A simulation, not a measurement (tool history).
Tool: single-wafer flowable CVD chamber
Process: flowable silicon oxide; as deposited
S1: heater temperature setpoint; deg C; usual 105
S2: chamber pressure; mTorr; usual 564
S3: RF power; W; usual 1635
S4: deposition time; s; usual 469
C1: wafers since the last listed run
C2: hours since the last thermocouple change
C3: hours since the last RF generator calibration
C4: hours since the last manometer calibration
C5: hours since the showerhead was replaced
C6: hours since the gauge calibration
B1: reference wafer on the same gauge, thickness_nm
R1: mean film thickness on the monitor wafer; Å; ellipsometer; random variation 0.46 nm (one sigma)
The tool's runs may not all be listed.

run,day,S1,S2,S3,S4,C1,C2,C3,C4,C5,C6,B1,R1
1,0,115,564,1830,469,0,1011.7,613.2,2554.1,5327,148.6,133.033,1024.81
2,2.075,115,564,1830,469,240,1061.5,663,2603.9,5376.8,198.4,133.095,1024.31
3,2.604,115,564,1830,469,61,1074.2,675.7,2616.6,5389.5,211.1,133.018,1025.8
4,3.067,105,564,1635,469,53,1085.3,686.8,2627.7,5400.6,222.2,133.076,1430.36
5,3.433,105,564,1635,469,42,1094.1,695.6,2636.5,5409.4,231,133.051,1427.29
6,3.771,105,564,1635,469,39,1102.2,703.7,2644.6,5417.5,239.1,133.022,1427.68
7,4.15,105,564,1635,469,43,1111.3,712.8,2653.7,5426.6,248.2,132.967,1431.9
# day 4.583: capacitance manometer re-zeroed and calibrated
8,5.092,105,564,1635,469,70,1133.9,735.4,12.2,5449.2,270.8,132.957,1443.93
9,5.558,105,564,1635,469,54,1145.1,746.6,23.4,5460.4,282,132.937,1439.2
10,6.271,105,564,1635,469,82,1162.2,763.7,40.5,5477.5,299.1,132.942,1454.4
11,6.833,105,564,1635,410,65,1175.7,777.2,54,5491,312.6,132.894,1267.74
12,7.15,105,520,1635,469,36,1183.3,784.8,61.6,5498.6,320.2,132.897,1337.34
13,7.762,105,564,1635,430,70,1198,799.5,76.3,5513.3,334.9,133.104,1331.01
# day 8.154: gauge calibrated
# day 8.333: thermocouple changed; heater temperature recalibrated
# day 8.438: showerhead replaced
14,8.458,110,506,1740,469,29,3,816.2,93,0.5,7.3,132.865,993.4
15,8.479,105,454,1400,469,2,3.5,816.7,93.5,1,7.8,132.795,957.05
# day 9.183: RF generator calibrated
16,9.204,105,675,1800,469,45,20.9,0.5,110.9,18.4,25.2,133.074,1620.33
17,9.746,105,564,1635,469,62,33.9,13.5,123.9,31.4,38.2,133.026,1300.77
18,11.221,105,564,1635,469,170,69.3,48.9,159.3,66.8,73.6,133.022,1293.46
19,11.525,94,564,1635,554,35,76.6,56.2,166.6,74.1,80.9,133.06,2331.94
20,12.246,110,506,1740,469,83,93.9,73.5,183.9,91.4,98.2,133.146,996.62
21,12.525,105,696,1635,469,32,100.6,80.2,190.6,98.1,104.9,132.967,1592.84
22,12.912,105,564,1635,469,44,109.9,89.5,199.9,107.4,114.2,133.025,1301.2
23,13.217,115,698,1720,420,35,117.2,96.8,207.2,114.7,121.5,132.967,1027.35
24,13.638,105,564,1635,469,48,127.3,106.9,217.3,124.8,131.6,133.062,1310.06

Forecast each of these 3 alternatives for the next run:
A,13.658,105,564,1635,469,2,127.8,107.4,217.8,125.3,132.1,?,?
B,13.658,105,425,1635,469,2,127.8,107.4,217.8,125.3,132.1,?,?
C,13.658,109,564,1755,469,2,127.8,107.4,217.8,125.3,132.1,?,?

run,B1,R1
A,132.94,1300.01
B,132.94,988.72
C,132.94,1155.01
Without the tool's hidden state the same runs would have given:
run,R1
A,1303.7
B,991.53
C,1158.22
